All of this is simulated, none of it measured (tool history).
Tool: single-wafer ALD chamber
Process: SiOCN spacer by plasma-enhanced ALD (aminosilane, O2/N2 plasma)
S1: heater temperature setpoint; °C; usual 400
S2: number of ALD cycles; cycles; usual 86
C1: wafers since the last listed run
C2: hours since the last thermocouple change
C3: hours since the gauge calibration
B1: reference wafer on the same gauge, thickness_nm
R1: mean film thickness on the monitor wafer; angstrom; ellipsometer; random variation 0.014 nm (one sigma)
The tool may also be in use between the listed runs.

run    hour   S1   S2   C1      C2     C3     B1     R1
  1     0.0  392   86    0   544.1  316.7  4.779  53.94
  2    69.2  400   86  136   613.3  385.9  4.768  53.77
  3    96.0  408   86   52   640.1  412.7  4.763  52.76
  4   143.4  408   86   93   687.5  460.1  4.757  52.41
  5   177.6  411   86   67   721.7  494.3  4.751  51.78
  6   202.3  411   86   48   746.4  519.0  4.746  51.63
  7   233.4  411   86   61   777.5  550.1  4.739  51.92
  8   268.6  400   80   69   812.7  585.3  4.731  49.58
  9   302.0  389   86   65   846.1  618.7  4.727  53.33
 10   326.4  389   86   48   870.5  643.1  4.718  53.22
 11   394.7  389   86  134   938.8  711.4  4.703  52.79
      411.9  -- gauge calibrated
 12   456.2  405   86  121  1000.3   44.3  4.813  53.47
 13   494.4  405   86   75  1038.5   82.5  4.813  53.27
 14   524.2  405   86   58  1068.3  112.3  4.813  53.45
 15   565.5  411   86   81  1109.6  153.6  4.808  52.78
 16   631.4  388   96  129  1175.5  219.5  4.805  60.19
 17   697.3  395   93  129  1241.4  285.4  4.798  58.29
 18   734.7  400   86   73  1278.8  322.8  4.791  53.90
 19   773.7  400   86   76  1317.8  361.8  4.790  53.78
 20   843.8  400  102  138  1387.9  431.9  4.779  63.77
      917.5  -- thermocouple changed; heater temperature recalibrated
 21   966.5  410   90  225    49.0  554.6  4.757  54.43
 22  1028.4  400   96  121   110.9  616.5  4.742  59.85
 23  1086.2  400   86  113   168.7  674.3  4.727  53.20
 24  1121.6  409   86   69   204.1  709.7  4.718  51.96
 25  1159.5  400  100   74   242.0  747.6  4.710  61.62
     1197.2  -- gauge calibrated
 26  1216.1  400   86  111   298.6   18.9  4.822  54.10
 27  1259.5  409   81   85   342.0   62.3  4.822  50.00
 28  1310.1  412   94   99   392.6  112.9  4.821  57.61
 29  1366.0  409   95  110   448.5  168.8  4.816  58.29

3 ways to go on from here, each from the tool as it stands after run 29. What would each give?
  A  1366.6  387  86   1  449.1  169.4   ?   ?
  B  1366.6  412  79   1  449.1  169.4   ?   ?
  C  1366.6  386  99   1  449.1  169.4   ?   ?

run     B1     R1
  A  4.818  54.44
  B  4.818  48.43
  C  4.818  62.67
Without the tool's hidden state the same runs would have given:
run     R1
  A  54.48
  B  48.46
  C  62.72
